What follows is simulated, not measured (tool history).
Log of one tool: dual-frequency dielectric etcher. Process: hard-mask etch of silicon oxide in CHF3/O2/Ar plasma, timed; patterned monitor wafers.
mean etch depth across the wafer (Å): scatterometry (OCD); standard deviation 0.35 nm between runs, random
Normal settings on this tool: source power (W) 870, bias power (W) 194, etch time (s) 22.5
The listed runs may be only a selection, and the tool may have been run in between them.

| run | day | source power (W) | bias power (W) | etch time (s) | wafers since the last listed run | hours since the last wet clean | hours since the last source power generator calibration | hours since the last bias power generator calibration | hours since the last upper electrode change | hours since the gauge calibration | read-back reference wafer on the same gauge, depth_nm | mean etch depth across the wafer (Å) |
|---|---|---|---|---|---|---|---|---|---|---|---|---|
| 1 | 0 | 870 | 194 | 22.5 | 0 | 388.6 | 1586.6 | 1396.9 | 1342.8 | 3319.1 | 42.4 | 505 |
| 2 | 2.917 | 870 | 194 | 22.5 | 742 | 458.6 | 1656.6 | 1466.9 | 1412.8 | 3389.1 | 42.4 | 506 |
| 3 | 5.429 | 870 | 194 | 24 | 639 | 518.9 | 1716.9 | 1527.2 | 1473.1 | 3449.4 | 42.3 | 548 |
|  | 8.146 | source power generator calibrated |
| 4 | 9.233 | 870 | 194 | 22.5 | 926 | 610.2 | 26.1 | 1618.5 | 1564.4 | 3540.7 | 42.5 | 509 |
|  | 14.275 | wet clean of the chamber |
| 5 | 14.296 | 870 | 194 | 21 | 1034 | 0.5 | 147.6 | 1740 | 1685.9 | 3662.2 | 42.4 | 478 |
| 6 | 16.833 | 870 | 194 | 21 | 646 | 61.4 | 208.5 | 1800.9 | 1746.8 | 3723.1 | 42.4 | 472 |
| 7 | 21.142 | 870 | 194 | 21 | 1097 | 164.8 | 311.9 | 1904.3 | 1850.2 | 3826.5 | 42.5 | 472 |
| 8 | 24.917 | 870 | 160 | 25.5 | 961 | 255.4 | 402.5 | 1994.9 | 1940.8 | 3917.1 | 42.4 | 541 |
| 9 | 28.546 | 1030 | 227 | 22.5 | 924 | 342.5 | 489.6 | 2082 | 2027.9 | 4004.2 | 42.4 | 565 |
| 10 | 32.833 | 870 | 165 | 18 | 1091 | 445.4 | 592.5 | 2184.9 | 2130.8 | 4107.1 | 42.4 | 389 |
| 11 | 36.588 | 870 | 194 | 18 | 956 | 535.5 | 682.6 | 2275 | 2220.9 | 4197.2 | 42.4 | 407 |
| 12 | 39.362 | 870 | 194 | 24 | 706 | 602.1 | 749.2 | 2341.6 | 2287.5 | 4263.8 | 42.4 | 545 |
|  | 40.804 | bias power generator calibrated |
|  | 40.85 | wet clean of the chamber |
| 13 | 42.767 | 870 | 194 | 22.5 | 812 | 46 | 830.9 | 47.1 | 2369.2 | 4345.5 | 42.3 | 505 |
|  | 44.025 | gauge calibrated |
| 14 | 44.504 | 700 | 220 | 17.5 | 442 | 87.7 | 872.6 | 88.8 | 2410.9 | 11.5 | 42.3 | 387 |
| 15 | 48.662 | 870 | 194 | 22.5 | 1059 | 187.5 | 972.4 | 188.6 | 2510.7 | 111.3 | 42.4 | 514 |
| 16 | 50.533 | 870 | 241 | 28 | 476 | 232.4 | 1017.3 | 233.5 | 2555.6 | 156.2 | 42.5 | 680 |
| 17 | 53.221 | 1020 | 159 | 16.5 | 684 | 296.9 | 1081.8 | 298 | 2620.1 | 220.7 | 42.3 | 372 |
| 18 | 57.279 | 870 | 194 | 22.5 | 1033 | 394.3 | 1179.2 | 395.4 | 2717.5 | 318.1 | 42.4 | 511 |
|  | 60.788 | upper electrode replaced |
| 19 | 60.808 | 940 | 210 | 22.5 | 644 | 479 | 1263.9 | 480.1 | 0.5 | 402.8 | 42.4 | 539 |
| 20 | 62.104 | 1060 | 194 | 22.5 | 330 | 510.1 | 1295 | 511.2 | 31.6 | 433.9 | 42.4 | 541 |
| 21 | 65.154 | 870 | 194 | 19 | 776 | 583.3 | 1368.2 | 584.4 | 104.8 | 507.1 | 42.3 | 431 |
|  | 68.45 | wet clean of the chamber |
| 22 | 68.471 | 870 | 239 | 19 | 590 | 0.5 | 1447.8 | 664 | 184.4 | 586.7 | 42.3 | 467 |
|  | 76.183 | source power generator calibrated |
| 23 | 76.821 | 680 | 194 | 22.5 | 2084 | 200.9 | 15.3 | 864.4 | 384.8 | 787.1 | 42.4 | 472 |
| 24 | 78.558 | 870 | 231 | 19 | 442 | 242.6 | 57 | 906.1 | 426.5 | 828.8 | 42.4 | 462 |
| 25 | 80.138 | 980 | 227 | 18 | 402 | 280.5 | 94.9 | 944 | 464.4 | 866.7 | 42.4 | 448 |
| 26 | 84.021 | 870 | 194 | 22.5 | 989 | 373.7 | 188.1 | 1037.2 | 557.6 | 959.9 | 42.5 | 510 |
| 27 | 86.883 | 990 | 220 | 19.5 | 729 | 442.4 | 256.8 | 1105.9 | 626.3 | 1028.6 | 42.3 | 480 |
| 28 | 91.121 | 800 | 176 | 22.5 | 1079 | 544.1 | 358.5 | 1207.6 | 728 | 1130.3 | 42.4 | 479 |
| 29 | 93.9 | 930 | 146 | 20.5 | 707 | 610.8 | 425.2 | 1274.3 | 794.7 | 1197 | 42.5 | 432 |
|  | 97.704 | wet clean of the chamber |
| 30 | 97.929 | 930 | 216 | 28.5 | 771 | 5.4 | 521.9 | 1371 | 891.4 | 1293.7 | 42.5 | 680 |

Run-by-run hidden state of the tool:
etch rate over this chamber's usual, %: 0 at every run
source power that arrives over what is set, %: 0 at every run
bias power that arrives over what is set, %: 0 at every run
gauge reads high (%): 0 at every run
